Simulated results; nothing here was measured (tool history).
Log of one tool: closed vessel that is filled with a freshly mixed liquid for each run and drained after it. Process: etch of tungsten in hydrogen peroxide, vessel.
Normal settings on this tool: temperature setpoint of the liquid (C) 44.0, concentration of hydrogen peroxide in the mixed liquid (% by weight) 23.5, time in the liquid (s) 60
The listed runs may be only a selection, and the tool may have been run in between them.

run   hour  temperature setpoint of the liquid (C)  concentration of hydrogen peroxide in the mixed liquid (% by weight)  time in the liquid (s)  read-back film thickness of the tungsten reference wafer, read on the same gauge (nm)  thickness taken off the tungsten on a monitor wafer (nm)
  1    0.0                                    44.0                                                                  27.0                      35                                                                                 149.97                                                     25.24
  2   35.9                                    44.0                                                                  23.5                      60                                                                                 150.01                                                     40.75
  3   57.0                                    44.0                                                                  23.5                      60                                                                                 150.00                                                     40.78
  4   82.9                                    44.0                                                                  23.5                      60                                                                                 149.98                                                     40.67
  5   98.1                                    44.0                                                                  23.5                      60                                                                                 150.02                                                     40.41
  6  127.2                                    44.0                                                                  23.5                      60                                                                                 150.00                                                     40.57
  7  159.1                                    44.0                                                                  23.5                      60                                                                                 149.98                                                     40.56
  8  191.5                                    44.0                                                                  23.5                      60                                                                                 150.00                                                     40.12
  9  220.8                                    44.0                                                                  25.0                      60                                                                                 149.99                                                     41.52
 10  233.0                                    44.0                                                                  25.0                      60                                                                                 150.03                                                     41.78
 11  253.9                                    44.0                                                                  23.5                      60                                                                                 150.03                                                     40.42
 12  267.3                                    44.0                                                                  23.5                      60                                                                                 149.97                                                     40.12
 13  297.1                                    44.0                                                                  23.5                      60                                                                                 150.00                                                     40.34
     303.5  -- thermometer replaced
 14  332.2                                    44.0                                                                  23.5                      45                                                                                 150.00                                                     30.03
 15  364.8                                    44.0                                                                  17.0                      35                                                                                 150.00                                                     19.97
     373.9  -- peroxide flow meter replaced
 16  389.5                                    44.0                                                                  23.5                      60                                                                                 150.00                                                     42.58
 17  406.7                                    44.0                                                                  23.5                      60                                                                                 150.01                                                     42.58
     413.6  -- gauge calibrated
     419.1  -- new drum of peroxide connected
 18  440.7                                    44.0                                                                  28.5                      45                                                                                 149.99                                                     35.15
 19  453.6                                    53.5                                                                  19.0                      85                                                                                 149.98                                                     97.71
 20  477.9                                    41.0                                                                  29.5                      60                                                                                 150.00                                                     39.62
 21  502.2                                    44.0                                                                  23.5                      60                                                                                 150.04                                                     42.49
 22  527.5                                    44.0                                                                  23.5                      60                                                                                 150.00                                                     42.66
 23  560.3                                    46.5                                                                  28.0                      60                                                                                 149.95                                                     54.11
 24  573.9                                    53.5                                                                  27.5                      90                                                                                 149.97                                                    123.69
 25  638.2                                    40.5                                                                  23.5                      60                                                                                 150.02                                                     34.27
 26  650.7                                    54.0                                                                  20.5                      95                                                                                 150.00                                                    116.54
 27  679.8                                    48.5                                                                  17.0                      85                                                                                 150.03                                                     67.93
 28  694.2                                    44.0                                                                  23.5                      60                                                                                 149.98                                                     42.22
 29  708.8                                    44.0                                                                  18.0                      60                                                                                 150.02                                                     37.11
 30  741.6                                    44.0                                                                  29.0                      50                                                                                 149.97                                                     39.11

For each run, what was the tool's unlogged condition?
liquid hotter than its thermometer reads (K): 0 across all the runs
peroxide weaker than its label (%): 0 across all the runs
gauge reads high (%): 0 across all the runs
H1: peroxide flow below the setpoint (%)
run    H1
  1  10.9
  2  11.1
  3  11.2
  4  11.4
  5  11.4
  6  11.6
  7  11.8
  8    12
  9  12.1
 10  12.2
 11  12.3
 12  12.4
 13  12.6
 14  12.8
 15  12.9
 16   1.2
 17  1.29
 18  1.49
 19  1.56
 20   1.7
 21  1.83
 22  1.98
 23  2.16
 24  2.24
 25   2.6
 26  2.67
 27  2.83
 28  2.91
 29     3
 30  3.18

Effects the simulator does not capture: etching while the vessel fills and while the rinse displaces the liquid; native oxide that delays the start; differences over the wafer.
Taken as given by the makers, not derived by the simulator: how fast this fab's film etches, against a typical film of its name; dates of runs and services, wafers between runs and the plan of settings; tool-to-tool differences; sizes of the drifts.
